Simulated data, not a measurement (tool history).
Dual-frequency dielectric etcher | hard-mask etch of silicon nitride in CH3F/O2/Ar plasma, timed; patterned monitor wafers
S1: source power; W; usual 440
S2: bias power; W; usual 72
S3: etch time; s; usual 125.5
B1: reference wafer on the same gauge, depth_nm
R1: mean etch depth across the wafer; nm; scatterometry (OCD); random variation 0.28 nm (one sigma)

run    hour   S1  S2     S3     B1     R1
  1       0  440  72  145.5  108.5  112.7
  2    60.5  440  72  125.5  108.5   97.9
  3   100.2  440  72  125.5  108.5   98.2
      205.2  -- upper electrode replaced
  4   205.7  440  72  125.5  108.5   98.6
  5     225  420  72    110  108.5   85.5
  6   316.4  420  72    110  108.5   85.7
      353.6  -- gauge calibrated
      462.5  -- wet clean of the chamber
  7   576.8  420  72    110  108.5   82.8
  8     653  440  72  125.5  108.5     97
      680.1  -- bias power generator calibrated
  9     698  440  72  125.5  108.4   96.4
 10   770.4  440  72  145.5  108.4  112.7
 11     856  440  72  125.5  108.5   97.6
 12   908.9  520  72  138.5  108.5  114.6
 13  1015.8  410  72  125.5  108.5   96.2
 14  1094.6  440  83  125.5  108.5  102.6
       1131  -- wet clean of the chamber
 15    1195  440  72   95.5  108.5   73.1
 16    1294  440  72  125.5  108.5   96.8
 17  1367.6  440  72  145.5  108.6  112.2
 18    1420  440  85  125.5  108.5  101.4
 19  1501.8  330  85  159.5  108.5  116.9
 20    1597  440  58  107.5  108.4   80.2
     1655.4  -- source power generator calibrated
 21    1667  490  60  125.5  108.5  100.4
     1780.5  -- wet clean of the chamber
 22    1781  440  59  125.5  108.5   92.9
 23  1873.9  550  62  156.5  108.6  127.8
 24  1966.1  440  72  105.5  108.5   82.6
 25  2036.5  540  59  135.5  108.5  109.1
 26  2090.9  440  58  107.5  108.5   80.1
 27  2197.2  530  72  157.5  108.4  133.6
     2316.6  -- wet clean of the chamber
 28  2317.1  380  72    158  108.5    116

5 ways to go on from here, each from the tool as it stands after run 28. What would each give?
  A  2317.6  440  72  125.5   ?   ?
  B  2317.6  340  86     91   ?   ?
  C  2317.6  360  65    112   ?   ?
  D  2317.6  440  84     96   ?   ?
  E  2317.6  390  57     93   ?   ?

run     B1    R1
  A  108.5  97.5
  B  108.5  67.5
  C  108.5  78.8
  D  108.5  77.6
  E  108.5  65.3
Without the tool's hidden state the same runs would have given:
run    R1
  A  97.5
  B  67.6
  C  78.8
  D  77.7
  E  65.3
